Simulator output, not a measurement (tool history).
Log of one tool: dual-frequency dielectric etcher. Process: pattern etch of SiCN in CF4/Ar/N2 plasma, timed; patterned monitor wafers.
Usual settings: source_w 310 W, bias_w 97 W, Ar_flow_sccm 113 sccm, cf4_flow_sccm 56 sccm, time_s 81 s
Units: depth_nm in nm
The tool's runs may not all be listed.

run,hour,source_w,bias_w,Ar_flow_sccm,cf4_flow_sccm,time_s,wafers since the last listed run,hours since the last wet clean,hours since the last source power generator calibration,hours since the last bias power generator calibration,hours since the last Ar flow controller change,hours since the last CF4 flow controller change,hours since the last upper electrode change,hours since the gauge calibration,"read-back reference wafer on the same gauge, depth_nm",depth_nm
1,0,310,97,113,65,69,0,164,3949.6,1254.6,1722.9,3191.8,3246.6,2417.7,59.3,45.2
# hour 14.7: source power generator calibrated
2,39.8,310,97,113,65,69,377,203.8,25.1,1294.4,1762.7,3231.6,3286.4,2457.5,59.3,45.4
3,125.4,310,97,113,65,69,902,289.4,110.7,1380,1848.3,3317.2,3372,2543.1,59.3,45.2
# hour 159.4: upper electrode replaced
4,170.1,310,97,113,56,64,218,334.1,155.4,1424.7,1893,3361.9,10.7,2587.8,59.3,40.6
# hour 188: Ar flow controller replaced
5,253.2,310,97,113,65,81,813,417.2,238.5,1507.8,65.2,3445,93.8,2670.9,59.3,53
# hour 296.4: CF4 flow controller replaced
# hour 301.8: wet clean of the chamber
6,332,310,97,113,56,81,711,30.2,317.3,1586.6,144,35.6,172.6,2749.7,59.3,51.4
7,419.3,310,97,113,56,81,920,117.5,404.6,1673.9,231.3,122.9,259.9,2837,59.3,51.1
8,520.3,280,77,113,56,81,1065,218.5,505.6,1774.9,332.3,223.9,360.9,2938,59.3,44.6
9,585.6,310,80,92,56,81,688,283.8,570.9,1840.2,397.6,289.2,426.2,3003.3,59.3,48.7
# hour 591: gauge calibrated
# hour 622.5: bias power generator calibrated
10,631.4,370,97,85,56,98,440,329.6,616.7,8.9,443.4,335,472,40.4,59.3,70.9
11,674.1,260,112,113,65,68.5,450,372.3,659.4,51.6,486.1,377.7,514.7,83.1,59.3,43.3
12,739.8,370,97,131,56,102.5,692,438,725.1,117.3,551.8,443.4,580.4,148.8,59.3,71.2
13,820.6,380,97,136,56,81,852,518.8,805.9,198.1,632.6,524.2,661.2,229.6,59.3,56.9
# hour 895.3: wet clean of the chamber
14,911.1,310,97,113,56,88.5,701,15.8,896.4,288.6,723.1,614.7,751.7,320.1,59.3,56.9
15,1014.2,340,97,129,56,81,1087,118.9,999.5,391.7,826.2,717.8,854.8,423.2,59.3,53.7
16,1077.8,360,97,113,56,81,670,182.5,1063.1,455.3,889.8,781.4,918.4,486.8,59.3,56.1
17,1142,310,97,113,56,81,677,246.7,1127.3,519.5,954,845.6,982.6,551,59.3,51.6
18,1181.5,310,97,113,56,81,416,286.2,1166.8,559,993.5,885.1,1022.1,590.5,59.3,51.7
19,1232.5,310,97,113,42,81,537,337.2,1217.8,610,1044.5,936.1,1073.1,641.5,59.3,48.2
20,1315.9,240,97,138,56,68.5,879,420.6,1301.2,693.4,1127.9,1019.5,1156.5,724.9,59.3,37.6
21,1408.7,310,97,113,62,81,978,513.4,1394,786.2,1220.7,1112.3,1249.3,817.7,59.3,52.7
# hour 1436: wet clean of the chamber
22,1503.6,310,97,103,56,81,747,67.6,1488.9,881.1,1315.6,1207.2,1344.2,912.6,59.3,52.1

Hidden state or all else? Some run-to-run changes of depth_nm, split into what the settings, what came in and random variation would give without the hidden state, and what is left for the hidden state (with any gauge scatter that isn't in both results):
The hidden state here: etch rate over this chamber's usual, %; source power that arrives over what is set, %; bias power that arrives over what is set, %; Ar flow that arrives over what is set, %; CF4 flow that arrives over what is set, %; gauge reads high (%).
Run 2 -> 3: no setting changed, nothing entered. depth_nm -0.2 nm: hidden state -0.1, all else -0.1.
Run 9 -> 10: source_w 310 -> 370, bias_w 80 -> 97, Ar_flow_sccm 92 -> 85, time_s 81 -> 98, gauge calibrated, bias power generator calibrated. depth_nm +22.2 nm: hidden state +0.6, all else +21.6.
Run 10 -> 11: source_w 370 -> 260, bias_w 97 -> 112, Ar_flow_sccm 85 -> 113, cf4_flow_sccm 56 -> 65, time_s 98 -> 68.5. depth_nm -27.6 nm: hidden state +0, all else -27.6.
Run 11 -> 12: source_w 260 -> 370, bias_w 112 -> 97, Ar_flow_sccm 113 -> 131, cf4_flow_sccm 65 -> 56, time_s 68.5 -> 102.5. depth_nm +27.9 nm: hidden state +0, all else +27.9.

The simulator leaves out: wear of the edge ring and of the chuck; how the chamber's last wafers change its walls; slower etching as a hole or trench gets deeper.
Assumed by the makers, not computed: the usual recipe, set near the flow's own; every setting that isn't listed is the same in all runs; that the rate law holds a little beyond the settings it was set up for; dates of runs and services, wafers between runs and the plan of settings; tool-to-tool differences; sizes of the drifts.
